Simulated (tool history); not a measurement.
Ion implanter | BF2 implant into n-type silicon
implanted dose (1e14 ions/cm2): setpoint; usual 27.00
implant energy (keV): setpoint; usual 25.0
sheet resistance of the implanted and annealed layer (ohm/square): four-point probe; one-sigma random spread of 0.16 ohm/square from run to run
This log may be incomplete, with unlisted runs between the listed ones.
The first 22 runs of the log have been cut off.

run	hour	implanted dose (1e14 ions/cm2)	implant energy (keV)	wafers since the last listed run	hours since the last dose calibration	hours since the extraction supply was calibrated	hours since the gauge calibration	read-back reference wafer on the same gauge, sheet resistance	sheet resistance of the implanted and annealed layer (ohm/square)
23	1077.2	34.90	31.5	481	511.8	256.9	208.4	118.94	96.29
24	1144.1	34.14	33.5	1211	578.7	323.8	275.3	119.00	93.70
25	1179.7	22.93	25.0	644	614.3	359.4	310.9	119.02	108.82
26	1244.1	27.00	25.0	1166	678.7	423.8	375.3	119.02	107.50
27	1288.9	27.00	25.0	811	723.5	468.6	420.1	118.97	107.55
28	1331.3	24.37	30.0	768	765.9	511.0	462.5	119.03	100.44
29	1503.7	21.42	31.5	3123	938.3	683.4	634.9	118.95	100.27
30	1555.9	32.70	30.0	945	990.5	735.6	687.1	118.99	98.54
31	1608.8	33.40	20.0	958	1043.4	788.5	740.0	119.13	114.94
32	1657.1	27.00	19.0	874	1091.7	836.8	788.3	118.95	118.34
33	1726.2	22.51	29.0	1251	1160.8	905.9	857.4	118.87	102.91
34	1783.3	33.58	31.0	1034	1217.9	963.0	914.5	119.03	97.01
35	1838.6	27.00	25.0	1001	1273.2	1018.3	969.8	119.07	107.80
36	1909.1	24.17	25.0	1277	1343.7	1088.8	1040.3	118.97	108.42
37	1970.4	29.47	25.0	1110	1405.0	1150.1	1101.6	118.92	107.30

Branching from run 37: 4 alternative next runs. What would each branch give?
A	1970.8	31.72	25.0	7	1405.4	1150.5	1102.0	?	?
B	1970.8	27.00	31.0	7	1405.4	1150.5	1102.0	?	?
C	1970.8	23.90	32.5	7	1405.4	1150.5	1102.0	?	?
D	1970.8	20.68	31.0	7	1405.4	1150.5	1102.0	?	?

run	read-back reference wafer on the same gauge, sheet resistance	sheet resistance of the implanted and annealed layer (ohm/square)
A	119.03	106.47
B	119.03	98.72
C	119.03	97.79
D	119.03	101.38
With the hidden condition removed and each run's random variation left untouched, the same runs would have given:
run	sheet resistance of the implanted and annealed layer (ohm/square)
A	106.32
B	98.57
C	97.64
D	101.23

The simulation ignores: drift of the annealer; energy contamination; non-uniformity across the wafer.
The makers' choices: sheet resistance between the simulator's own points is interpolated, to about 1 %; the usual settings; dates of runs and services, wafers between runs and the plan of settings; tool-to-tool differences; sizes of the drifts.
